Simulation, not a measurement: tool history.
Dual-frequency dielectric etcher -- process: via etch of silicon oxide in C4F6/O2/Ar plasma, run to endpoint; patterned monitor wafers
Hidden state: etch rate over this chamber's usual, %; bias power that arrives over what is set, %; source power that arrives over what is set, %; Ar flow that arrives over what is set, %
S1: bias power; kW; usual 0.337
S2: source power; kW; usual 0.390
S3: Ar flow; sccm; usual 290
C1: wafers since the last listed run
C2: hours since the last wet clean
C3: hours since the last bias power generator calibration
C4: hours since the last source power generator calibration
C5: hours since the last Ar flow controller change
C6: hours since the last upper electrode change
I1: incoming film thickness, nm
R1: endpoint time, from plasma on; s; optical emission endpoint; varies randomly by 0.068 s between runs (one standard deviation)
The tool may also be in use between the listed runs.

run,day,S1,S2,S3,C1,C2,C3,C4,C5,C6,I1,R1
1,0.000,0.337,0.390,290,0,275.4,1567.9,4147.5,2807.8,3672.0,63.7,16.4
2,2.679,0.337,0.390,290,735,339.7,1632.2,4211.8,2872.1,3736.3,63.4,16.6
3,4.021,0.337,0.390,290,368,371.9,1664.4,4244.0,2904.3,3768.5,64.0,16.8
4,5.075,0.337,0.390,290,289,397.2,1689.7,4269.3,2929.6,3793.8,63.3,16.6
5,6.492,0.337,0.390,290,388,431.2,1723.7,4303.3,2963.6,3827.8,63.0,16.6
6,8.617,0.337,0.390,290,583,482.2,1774.7,4354.3,3014.6,3878.8,64.4,16.9
# day 10.808: bias power generator calibrated
# day 11.746: wet clean of the chamber
7,11.767,0.337,0.390,290,561,0.5,23.0,4429.9,3090.2,3954.4,63.5,16.0
8,13.058,0.337,0.390,290,354,31.5,54.0,4460.9,3121.2,3985.4,63.7,16.2
9,15.225,0.373,0.390,290,594,83.5,106.0,4512.9,3173.2,4037.4,62.6,15.5
10,16.621,0.337,0.390,290,383,117.0,139.5,4546.4,3206.7,4070.9,63.4,16.2
# day 19.200: source power generator calibrated
11,19.433,0.337,0.390,290,726,184.5,207.0,5.6,3274.2,4138.4,63.0,16.2
# day 20.517: upper electrode replaced
12,20.862,0.395,0.290,257,117,218.8,241.3,39.9,3308.5,8.3,63.6,16.7
# day 21.233: Ar flow controller replaced
13,22.246,0.314,0.430,290,311,252.0,274.5,73.1,24.3,41.5,63.6,16.3
14,24.579,0.308,0.390,316,640,308.0,330.5,129.1,80.3,97.5,63.6,17.0
15,26.479,0.337,0.390,329,521,353.6,376.1,174.7,125.9,143.1,64.1,16.9
16,28.804,0.337,0.320,290,638,409.4,431.9,230.5,181.7,198.9,63.1,17.4
17,30.692,0.293,0.430,249,518,454.7,477.2,275.8,227.0,244.2,63.7,16.7

Hidden condition of the tool, last listed run before each entry between runs versus first listed run after:
Run 6 -> run 7: bias power generator calibrated (day 10.808); wet clean of the chamber (day 11.746)
  etch rate over this chamber's usual, %: -4.05 -> 0.0247
  measured less the result without the state, R1: +0.7 -> +0.0 s
Run 10 -> run 11: source power generator calibrated (day 19.200)
  etch rate over this chamber's usual, %: -0.922 -> -1.47
  measured less the result without the state, R1: +0.1 -> +0.3 s
Run 11 -> run 12: upper electrode replaced (day 20.517)
  etch rate over this chamber's usual, %: -1.47 -> -1.75
  measured less the result without the state, R1: +0.3 -> +0.3 s
Run 12 -> run 13: Ar flow controller replaced (day 21.233)
  etch rate over this chamber's usual, %: -1.75 -> -2.02
  measured less the result without the state, R1: +0.3 -> +0.3 s

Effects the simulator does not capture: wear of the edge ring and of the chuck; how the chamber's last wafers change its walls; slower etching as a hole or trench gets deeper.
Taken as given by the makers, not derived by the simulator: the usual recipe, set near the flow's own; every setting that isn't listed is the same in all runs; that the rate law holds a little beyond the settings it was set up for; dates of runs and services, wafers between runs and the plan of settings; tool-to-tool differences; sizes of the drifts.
